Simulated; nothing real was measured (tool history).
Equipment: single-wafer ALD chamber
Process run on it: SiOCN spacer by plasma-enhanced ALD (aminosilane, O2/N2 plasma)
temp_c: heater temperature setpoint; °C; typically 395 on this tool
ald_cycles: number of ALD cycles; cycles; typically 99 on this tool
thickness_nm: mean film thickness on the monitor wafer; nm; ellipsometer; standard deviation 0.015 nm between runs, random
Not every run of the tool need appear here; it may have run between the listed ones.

run      day  temp_c  ald_cycles  wafers since the last listed run  hours since the last thermocouple change  hours since the gauge calibration  read-back reference wafer on the same gauge, thickness_nm  thickness_nm
  1    0.000     390          99                                 0                                     892.4                             1418.4                                                      6.663         6.362
  2    3.225     395          99                               186                                     969.8                             1495.8                                                      6.657         6.342
       4.817  -- gauge calibrated
  3    7.104     384          84                               224                                    1062.9                               54.9                                                      6.509         5.275
  4    9.888     384          84                               160                                    1129.7                              121.7                                                      6.530         5.290
      11.229  -- thermocouple changed; heater temperature recalibrated
  5   13.804     384          84                               206                                      61.8                              215.7                                                      6.550         5.304
  6   18.254     405          99                               256                                     168.6                              322.5                                                      6.582         6.187
  7   21.588     405          99                               192                                     248.6                              402.5                                                      6.605         6.201
  8   23.896     405          99                               133                                     304.0                              457.9                                                      6.604         6.242
  9   27.004     395          99                               179                                     378.6                              532.5                                                      6.622         6.283
 10   30.667     386         105                               211                                     466.5                              620.4                                                      6.624         6.735
 11   32.254     399          87                                91                                     504.6                              658.5                                                      6.635         5.561
 12   35.146     399          87                               166                                     574.0                              727.9                                                      6.642         5.552
 13   36.867     395          91                                99                                     615.3                              769.2                                                      6.644         5.833
 14   39.246     395          91                               137                                     672.4                              826.3                                                      6.643         5.841
 15   43.125     395          99                               224                                     765.5                              919.4                                                      6.651         6.342
 16   52.071     401          99                               516                                     980.2                             1134.1                                                      6.664         6.340
 17   56.004     407          81                               227                                    1074.6                             1228.5                                                      6.669         5.126
      56.417  -- thermocouple changed; heater temperature recalibrated
      57.275  -- gauge calibrated
 18   57.708     395          99                                79                                      31.0                               10.4                                                      6.484         6.157
 19   60.338     395          99                               151                                      94.1                               73.5                                                      6.508         6.207
 20   62.783     382          86                               141                                     152.8                              132.2                                                      6.523         5.390
 21   65.762     388          99                               172                                     224.3                              203.7                                                      6.538         6.215
 22   72.921     400          99                               413                                     396.1                              375.5                                                      6.583         6.266
 23   76.733     382          99                               220                                     487.6                              467.0                                                      6.593         6.268
 24   80.571     395          99                               221                                     579.7                              559.1                                                      6.605         6.301
 25   82.154     408          94                                91                                     617.7                              597.1                                                      6.609         5.864
 26   84.108     391          99                               112                                     664.6                              644.0                                                      6.615         6.330
 27   88.204     395          99                               236                                     762.9                              742.3                                                      6.629         6.330
 28   91.862     395         113                               211                                     850.7                              830.1                                                      6.634         7.222
 29   95.388     386          99                               203                                     935.3                              914.7                                                      6.639         6.334
 30   99.550     395          99                               240                                    1035.2                             1014.6                                                      6.644         6.307
 31  104.042     395          99                               259                                    1143.0                             1122.4                                                      6.653         6.356
     107.312  -- thermocouple changed; heater temperature recalibrated
 32  107.788     399         109                               197                                      11.4                             1212.3                                                      6.654         6.960

Some steps in thickness_nm, run to run, broken into two amounts with sign: the step expected even without the hidden condition (settings, incoming material, random variation), and the rest, left for the hidden condition together with whatever gauge scatter is not in both the measured and the hidden-condition-free result:
Hidden state present: wafer temperature above the value expected at the setpoint (K); gauge reads high (%).
Run 2 -> 3: temp_c 395 -> 384, ald_cycles 99 -> 84, gauge calibrated. thickness_nm -1.067 nm: hidden state -0.147, all else -0.920.
Run 10 -> 11: temp_c 386 -> 399, ald_cycles 105 -> 87. thickness_nm -1.174 nm: hidden state -0.023, all else -1.151.
Run 16 -> 17: temp_c 401 -> 407, ald_cycles 99 -> 81. thickness_nm -1.214 nm: hidden state -0.031, all else -1.183.
Run 17 -> 18: temp_c 407 -> 395, ald_cycles 81 -> 99, thermocouple changed; heater temperature recalibrated, gauge calibrated. thickness_nm +1.031 nm: hidden state -0.146, all else +1.177.
Run 21 -> 22: temp_c 388 -> 400. thickness_nm +0.051 nm: hidden state +0.036, all else +0.015.
